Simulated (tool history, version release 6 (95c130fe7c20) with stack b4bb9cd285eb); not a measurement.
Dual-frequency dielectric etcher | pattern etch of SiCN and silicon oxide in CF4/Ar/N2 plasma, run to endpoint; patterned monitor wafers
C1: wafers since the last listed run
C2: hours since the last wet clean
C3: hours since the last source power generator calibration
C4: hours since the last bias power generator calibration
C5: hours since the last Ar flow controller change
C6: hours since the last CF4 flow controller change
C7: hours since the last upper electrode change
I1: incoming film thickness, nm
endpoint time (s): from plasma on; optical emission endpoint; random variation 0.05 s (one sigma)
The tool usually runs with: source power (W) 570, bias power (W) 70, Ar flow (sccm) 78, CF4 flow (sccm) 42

Run 1, hour 0.0: usual settings; C1 0; C2 441.7; C3 4275.2; C4 4169.9; C5 2159.2; C6 432.3; C7 1408.8; I1 14.37. Result: endpoint time (s) 15.1.
At hour 60.1: bias power generator calibrated.
Run 2, hour 107.1: usual settings but source power (W) 470, CF4 flow (sccm) 49; C1 2366; C2 548.8; C3 4382.3; C4 47.0; C5 2266.3; C6 539.4; C7 1515.9; I1 14.28. Result: endpoint time (s) 17.0.
At hour 152.6: wet clean of the chamber.
Run 3, hour 159.3: usual settings but source power (W) 470, CF4 flow (sccm) 49; C1 647; C2 6.7; C3 4434.5; C4 99.2; C5 2318.5; C6 591.6; C7 1568.1; I1 14.27. Result: endpoint time (s) 16.9.
Run 4, hour 215.0: usual settings but bias power (W) 59, Ar flow (sccm) 64; C1 1278; C2 62.4; C3 4490.2; C4 154.9; C5 2374.2; C6 647.3; C7 1623.8; I1 14.25. Result: endpoint time (s) 15.8.
At hour 259.4: Ar flow controller replaced.
Run 5, hour 278.6: usual settings but bias power (W) 59, Ar flow (sccm) 64; C1 1322; C2 126.0; C3 4553.8; C4 218.5; C5 19.2; C6 710.9; C7 1687.4; I1 14.45. Result: endpoint time (s) 16.2.
Run 6, hour 342.5: usual settings; C1 1466; C2 189.9; C3 4617.7; C4 282.4; C5 83.1; C6 774.8; C7 1751.3; I1 14.40. Result: endpoint time (s) 15.2.
Run 7, hour 391.8: usual settings but bias power (W) 82; C1 1131; C2 239.2; C3 4667.0; C4 331.7; C5 132.4; C6 824.1; C7 1800.6; I1 14.35. Result: endpoint time (s) 14.1.
Run 8, hour 447.4: usual settings but bias power (W) 82; C1 1276; C2 294.8; C3 4722.6; C4 387.3; C5 188.0; C6 879.7; C7 1856.2; I1 14.22. Result: endpoint time (s) 14.0.
Run 9, hour 551.2: usual settings but bias power (W) 56; C1 2382; C2 398.6; C3 4826.4; C4 491.1; C5 291.8; C6 983.5; C7 1960.0; I1 14.41. Result: endpoint time (s) 16.9.
Run 10, hour 600.3: usual settings but source power (W) 500, bias power (W) 87, Ar flow (sccm) 84; C1 1126; C2 447.7; C3 4875.5; C4 540.2; C5 340.9; C6 1032.6; C7 2009.1; I1 14.28. Result: endpoint time (s) 15.3.
At hour 685.2: source power generator calibrated.
Run 11, hour 692.0: usual settings; C1 2012; C2 539.4; C3 6.8; C4 631.9; C5 432.6; C6 1124.3; C7 2100.8; I1 14.35. Result: endpoint time (s) 15.1.
Run 12, hour 742.0: usual settings but source power (W) 520, Ar flow (sccm) 95; C1 1147; C2 589.4; C3 56.8; C4 681.9; C5 482.6; C6 1174.3; C7 2150.8; I1 14.22. Result: endpoint time (s) 16.7.
At hour 781.8: wet clean of the chamber.
Run 13, hour 840.1: usual settings but CF4 flow (sccm) 35; C1 1700; C2 58.3; C3 154.9; C4 780.0; C5 580.7; C6 1272.4; C7 2248.9; I1 14.43. Result: endpoint time (s) 15.6.
Run 14, hour 936.4: usual settings but source power (W) 700, CF4 flow (sccm) 34; C1 2210; C2 154.6; C3 251.2; C4 876.3; C5 677.0; C6 1368.7; C7 2345.2; I1 14.27. Result: endpoint time (s) 13.2.
At hour 1000.8: CF4 flow controller replaced.
Run 15, hour 1094.5: usual settings but source power (W) 640, Ar flow (sccm) 64; C1 3491; C2 312.7; C3 409.3; C4 1034.4; C5 835.1; C6 93.7; C7 2503.3; I1 14.29. Result: endpoint time (s) 13.3.

For run 16, what comes out?
At hour 1131.6: upper electrode replaced.
Run 16, hour 1133.7: usual settings but bias power (W) 59, Ar flow (sccm) 64; C1 348; C2 351.9; C3 448.5; C4 1073.6; C5 874.3; C6 132.9; C7 2.1; I1 14.39. Result: endpoint time (s) ?.

Run 16 measured endpoint time (s) 16.1.
Were there no unlogged condition in the tool, this run, its random variation unchanged, would have produced endpoint time (s) 16.2.
